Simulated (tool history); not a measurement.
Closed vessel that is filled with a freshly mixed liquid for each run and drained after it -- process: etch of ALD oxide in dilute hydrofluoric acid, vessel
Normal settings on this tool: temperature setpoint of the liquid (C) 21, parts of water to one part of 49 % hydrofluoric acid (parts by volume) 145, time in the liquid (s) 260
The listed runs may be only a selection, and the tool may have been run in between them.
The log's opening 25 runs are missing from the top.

run    hour  temperature setpoint of the liquid (C)  parts of water to one part of 49 % hydrofluoric acid (parts by volume)  time in the liquid (s)  wafers since the last listed run  hours since the thermometer was replaced  hours since the hydrofluoric acid flow meter was replaced  hours since the gauge calibration  read-back film thickness of the ALD oxide reference wafer, read on the same gauge (nm)  thickness taken off the ALD oxide on a monitor wafer (angstrom)
 26    1372                                      25                                                                     185                     210                              3833                                    1074.1                                                      807.8                             1284.8                                                                                  120.02                                                            329.7
 27  1441.6                                      21                                                                     145                     260                              7823                                    1143.7                                                      877.4                             1354.4                                                                                     120                                                            463.7
 28  1465.6                                      21                                                                     145                     260                              2697                                    1167.7                                                      901.4                             1378.4                                                                                  119.97                                                              468
 29  1514.9                                      18                                                                     145                     260                              5541                                      1217                                                      950.7                             1427.7                                                                                  120.02                                                            414.5
 30  1546.6                                      17                                                                     165                     175                              3563                                    1248.7                                                      982.4                             1459.4                                                                                     120                                                            228.4
 31  1574.9                                    17.5                                                                     145                     120                              3181                                      1277                                                     1010.7                             1487.7                                                                                     120                                                            183.9
 32  1629.7                                      23                                                                     145                     370                              6159                                    1331.8                                                     1065.5                             1542.5                                                                                  120.01                                                              711
 33  1700.7                                    22.5                                                                     145                     380                              7980                                    1402.8                                                     1136.5                             1613.5                                                                                  120.04                                                            709.9
 34  1761.8                                    19.5                                                                     180                     205                              6868                                    1463.9                                                     1197.6                             1674.6                                                                                  120.05                                                            264.1

Each row is a separate what-if for the run after 34, all from the same tool condition, not one after another. Results?
  A  1762.5                                      21                                                                     145                     260                                78                                    1464.6                                                     1198.3                             1675.3                                                                                       ?                                                                ?
  B  1762.5                                    22.5                                                                      80                     260                                78                                    1464.6                                                     1198.3                             1675.3                                                                                       ?                                                                ?
  C  1762.5                                      23                                                                     145                     205                                78                                    1464.6                                                     1198.3                             1675.3                                                                                       ?                                                                ?
  D  1762.5                                    24.5                                                                      90                     155                                78                                    1464.6                                                     1198.3                             1675.3                                                                                       ?                                                                ?

run  read-back film thickness of the ALD oxide reference wafer, read on the same gauge (nm)  thickness taken off the ALD oxide on a monitor wafer (angstrom)
  A                                                                                  120.03                                                            457.3
  B                                                                                  120.03                                                            949.9
  C                                                                                  120.03                                                            389.8
  D                                                                                  120.03                                                            538.6
With no hidden state in the tool, these same runs would have given:
run  thickness taken off the ALD oxide on a monitor wafer (angstrom)
  A                                                            474.5
  B                                                            983.9
  C                                                            404.6
  D                                                            558.1

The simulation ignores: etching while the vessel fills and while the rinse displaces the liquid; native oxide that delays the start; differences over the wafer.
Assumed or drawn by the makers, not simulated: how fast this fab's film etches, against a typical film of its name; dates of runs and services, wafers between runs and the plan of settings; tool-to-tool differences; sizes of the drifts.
